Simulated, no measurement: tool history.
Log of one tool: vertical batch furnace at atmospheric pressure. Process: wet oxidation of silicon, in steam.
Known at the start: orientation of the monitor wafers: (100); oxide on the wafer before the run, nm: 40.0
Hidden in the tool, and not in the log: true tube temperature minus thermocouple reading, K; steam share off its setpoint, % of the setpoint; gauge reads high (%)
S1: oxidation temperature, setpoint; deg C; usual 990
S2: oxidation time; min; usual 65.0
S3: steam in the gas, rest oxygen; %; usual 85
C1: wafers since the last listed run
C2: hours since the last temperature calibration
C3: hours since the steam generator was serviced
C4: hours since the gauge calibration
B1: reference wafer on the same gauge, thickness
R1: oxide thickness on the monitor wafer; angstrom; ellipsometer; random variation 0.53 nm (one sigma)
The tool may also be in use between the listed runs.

run 1 hour=0.0 | S1=990 S2=65.0 S3=85 | C1=0 C2=4046.7 C3=919.6 C4=227.4 | B1=335.99 | R1=3550.8
run 2 hour=31.6 | S1=990 S2=65.0 S3=85 | C1=342 C2=4078.3 C3=951.2 C4=259.0 | B1=335.92 | R1=3556.9
run 3 hour=58.5 | S1=990 S2=65.0 S3=85 | C1=291 C2=4105.2 C3=978.1 C4=285.9 | B1=336.03 | R1=3553.7
run 4 hour=81.2 | S1=990 S2=65.0 S3=85 | C1=246 C2=4127.9 C3=1000.8 C4=308.6 | B1=335.95 | R1=3557.8
run 5 hour=101.9 | S1=990 S2=89.5 S3=85 | C1=224 C2=4148.6 C3=1021.5 C4=329.3 | B1=336.06 | R1=4361.2
run 6 hour=121.3 | S1=990 S2=65.0 S3=85 | C1=210 C2=4168.0 C3=1040.9 C4=348.7 | B1=335.92 | R1=3545.4
run 7 hour=148.9 | S1=990 S2=75.5 S3=78 | C1=299 C2=4195.6 C3=1068.5 C4=376.3 | B1=335.95 | R1=3705.3
run 8 hour=183.1 | S1=1010 S2=65.0 S3=85 | C1=370 C2=4229.8 C3=1102.7 C4=410.5 | B1=335.97 | R1=4038.3
-- hour=210.5 gauge calibrated
run 9 hour=212.7 | S1=990 S2=65.0 S3=85 | C1=320 C2=4259.4 C3=1132.3 C4=2.2 | B1=336.03 | R1=3550.3
run 10 hour=236.1 | S1=990 S2=65.0 S3=85 | C1=253 C2=4282.8 C3=1155.7 C4=25.6 | B1=336.09 | R1=3548.7
run 11 hour=268.9 | S1=990 S2=65.0 S3=85 | C1=355 C2=4315.6 C3=1188.5 C4=58.4 | B1=335.90 | R1=3557.0
-- hour=305.0 steam generator serviced
-- hour=317.7 thermocouples replaced and temperature profile calibrated
run 12 hour=318.2 | S1=990 S2=65.0 S3=85 | C1=136 C2=0.5 C3=13.2 C4=107.7 | B1=336.13 | R1=3517.8
run 13 hour=324.9 | S1=990 S2=65.0 S3=85 | C1=72 C2=7.2 C3=19.9 C4=114.4 | B1=335.93 | R1=3510.5
run 14 hour=344.5 | S1=990 S2=65.0 S3=85 | C1=212 C2=26.8 C3=39.5 C4=134.0 | B1=335.98 | R1=3511.3
run 15 hour=371.8 | S1=990 S2=65.0 S3=91 | C1=295 C2=54.1 C3=66.8 C4=161.3 | B1=335.94 | R1=3679.3
run 16 hour=398.1 | S1=990 S2=65.0 S3=85 | C1=285 C2=80.4 C3=93.1 C4=187.6 | B1=336.05 | R1=3504.7
run 17 hour=413.8 | S1=990 S2=81.0 S3=85 | C1=170 C2=96.1 C3=108.8 C4=203.3 | B1=335.95 | R1=4053.1
run 18 hour=449.7 | S1=990 S2=65.0 S3=85 | C1=389 C2=132.0 C3=144.7 C4=239.2 | B1=335.89 | R1=3495.5
run 19 hour=469.7 | S1=1008 S2=65.0 S3=95 | C1=216 C2=152.0 C3=164.7 C4=259.2 | B1=336.00 | R1=4222.0
run 20 hour=483.3 | S1=990 S2=75.5 S3=78 | C1=147 C2=165.6 C3=178.3 C4=272.8 | B1=336.03 | R1=3628.1
run 21 hour=502.8 | S1=990 S2=79.0 S3=85 | C1=211 C2=185.1 C3=197.8 C4=292.3 | B1=336.04 | R1=3951.9
run 22 hour=524.8 | S1=1003 S2=86.0 S3=92 | C1=238 C2=207.1 C3=219.8 C4=314.3 | B1=336.07 | R1=4777.1
run 23 hour=541.2 | S1=981 S2=81.5 S3=85 | C1=177 C2=223.5 C3=236.2 C4=330.7 | B1=335.97 | R1=3788.4
run 24 hour=573.7 | S1=990 S2=65.0 S3=85 | C1=352 C2=256.0 C3=268.7 C4=363.2 | B1=336.04 | R1=3475.1
run 25 hour=598.4 | S1=1006 S2=81.0 S3=85 | C1=267 C2=280.7 C3=293.4 C4=387.9 | B1=335.98 | R1=4454.5
run 26 hour=623.5 | S1=971 S2=36.0 S3=85 | C1=272 C2=305.8 C3=318.5 C4=413.0 | B1=336.01 | R1=2015.5
run 27 hour=653.0 | S1=982 S2=76.0 S3=78 | C1=319 C2=335.3 C3=348.0 C4=442.5 | B1=335.92 | R1=3431.6
run 28 hour=678.7 | S1=990 S2=83.5 S3=85 | C1=278 C2=361.0 C3=373.7 C4=468.2 | B1=335.93 | R1=4080.9
-- hour=687.6 gauge calibrated
run 29 hour=712.3 | S1=990 S2=65.0 S3=85 | C1=364 C2=394.6 C3=407.3 C4=24.7 | B1=335.92 | R1=3472.6
run 30 hour=740.1 | S1=977 S2=82.5 S3=92 | C1=301 C2=422.4 C3=435.1 C4=52.5 | B1=336.01 | R1=3895.7
run 31 hour=795.6 | S1=990 S2=45.5 S3=93 | C1=601 C2=477.9 C3=490.6 C4=108.0 | B1=335.94 | R1=2893.0
run 32 hour=816.7 | S1=990 S2=96.5 S3=85 | C1=228 C2=499.0 C3=511.7 C4=129.1 | B1=335.98 | R1=4471.9
run 33 hour=839.8 | S1=990 S2=65.0 S3=78 | C1=250 C2=522.1 C3=534.8 C4=152.2 | B1=336.00 | R1=3266.0
run 34 hour=862.5 | S1=990 S2=65.0 S3=85 | C1=246 C2=544.8 C3=557.5 C4=174.9 | B1=335.93 | R1=3458.6
run 35 hour=891.7 | S1=1008 S2=65.0 S3=75 | C1=316 C2=574.0 C3=586.7 C4=204.1 | B1=336.04 | R1=3609.0

The tool's hidden state at each run:
gauge reads high (%): 0 in every run
H1: true tube temperature minus thermocouple reading, K
H2: steam share off its setpoint, % of the setpoint
run=1 H1=4.98 H2=-4.47
run=2 H1=5.02 H2=-4.5
run=3 H1=5.04 H2=-4.53
run=4 H1=5.07 H2=-4.55
run=5 H1=5.09 H2=-4.57
run=6 H1=5.11 H2=-4.59
run=7 H1=5.14 H2=-4.62
run=8 H1=5.17 H2=-4.64
run=9 H1=5.2 H2=-4.66
run=10 H1=5.23 H2=-4.68
run=11 H1=5.26 H2=-4.7
run=12 H1=0.00932 H2=-0.646
run=13 H1=0.0162 H2=-0.713
run=14 H1=0.0364 H2=-0.904
run=15 H1=0.0645 H2=-1.16
run=16 H1=0.0915 H2=-1.38
run=17 H1=0.108 H2=-1.51
run=18 H1=0.145 H2=-1.79
run=19 H1=0.165 H2=-1.93
run=20 H1=0.179 H2=-2.03
run=21 H1=0.199 H2=-2.16
run=22 H1=0.222 H2=-2.3
run=23 H1=0.239 H2=-2.4
run=24 H1=0.272 H2=-2.59
run=25 H1=0.298 H2=-2.72
run=26 H1=0.323 H2=-2.85
run=27 H1=0.354 H2=-2.99
run=28 H1=0.38 H2=-3.1
run=29 H1=0.415 H2=-3.24
run=30 H1=0.443 H2=-3.35
run=31 H1=0.5 H2=-3.54
run=32 H1=0.522 H2=-3.61
run=33 H1=0.546 H2=-3.68
run=34 H1=0.569 H2=-3.74
run=35 H1=0.599 H2=-3.82
